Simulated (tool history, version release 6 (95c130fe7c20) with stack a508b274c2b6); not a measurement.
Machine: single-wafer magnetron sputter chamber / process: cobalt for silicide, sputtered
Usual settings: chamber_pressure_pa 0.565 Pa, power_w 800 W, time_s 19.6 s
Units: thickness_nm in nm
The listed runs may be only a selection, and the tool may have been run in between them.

run	hour	chamber_pressure_pa	power_w	time_s	read-back reference wafer on the same gauge, thickness_nm	thickness_nm
1	0	0.565	800	19.6	6.083	6.859
2	13.3	0.565	800	19.6	6.081	6.866
3	26.5	0.739	800	22.4	6.083	7.47
4	44.5	0.739	800	22.4	6.082	7.492
5	60.9	0.565	800	19.6	6.08	6.848
6	68.5	0.565	800	19.6	6.08	6.868
7	81.7	0.565	800	19.6	6.079	6.854
8	94.3	0.565	650	17.2	6.079	5.282
9	106.6	0.565	650	17.2	6.08	5.281
# hour 131.6: magnet pack replaced
10	153.7	0.565	700	19.6	6.081	6.245
11	166.4	0.565	700	19.6	6.08	6.232
12	182.5	0.565	800	19.6	6.08	6.773
# hour 194.6: sputter target and shields replaced
# hour 237.4: capacitance manometer re-zeroed and calibrated
13	237.9	0.38	800	19.6	6.082	7.105
14	238.2	0.715	1000	22	6.081	8.347
15	253.2	0.565	800	19.6	6.08	6.711
16	267.8	0.352	800	16.2	6.081	5.935
17	274	0.565	800	19.6	6.078	6.724
18	293.2	0.415	950	19.6	6.079	7.889
# hour 299.7: gauge calibrated
19	340.3	0.565	800	19.6	6.08	6.656
20	356.4	0.676	950	16.4	6.081	6.02
21	373	0.472	650	17.2	6.082	5.276
# hour 389.8: sputter target and shields replaced
22	390.3	0.747	800	20.7	6.081	6.711
23	397.1	0.644	800	20.7	6.083	6.952
24	414.1	0.565	800	19.6	6.081	6.708
25	426.5	0.565	700	19.6	6.08	6.18

Forecast each of these 5 alternatives for the next run:
A	426.9	0.565	800	19.6	?	?
B	426.9	0.565	800	16.5	?	?
C	426.9	0.429	900	19.6	?	?
D	426.9	0.731	800	19.6	?	?
E	426.9	0.633	650	21.3	?	?

run	read-back reference wafer on the same gauge, thickness_nm	thickness_nm
A	6.081	6.727
B	6.081	5.663
C	6.081	7.589
D	6.081	6.388
E	6.081	6.292
The same runs, with their run-to-run variation unchanged, on a tool lacking any hidden condition would have given:
run	thickness_nm
A	6.747
B	5.68
C	7.608
D	6.41
E	6.312
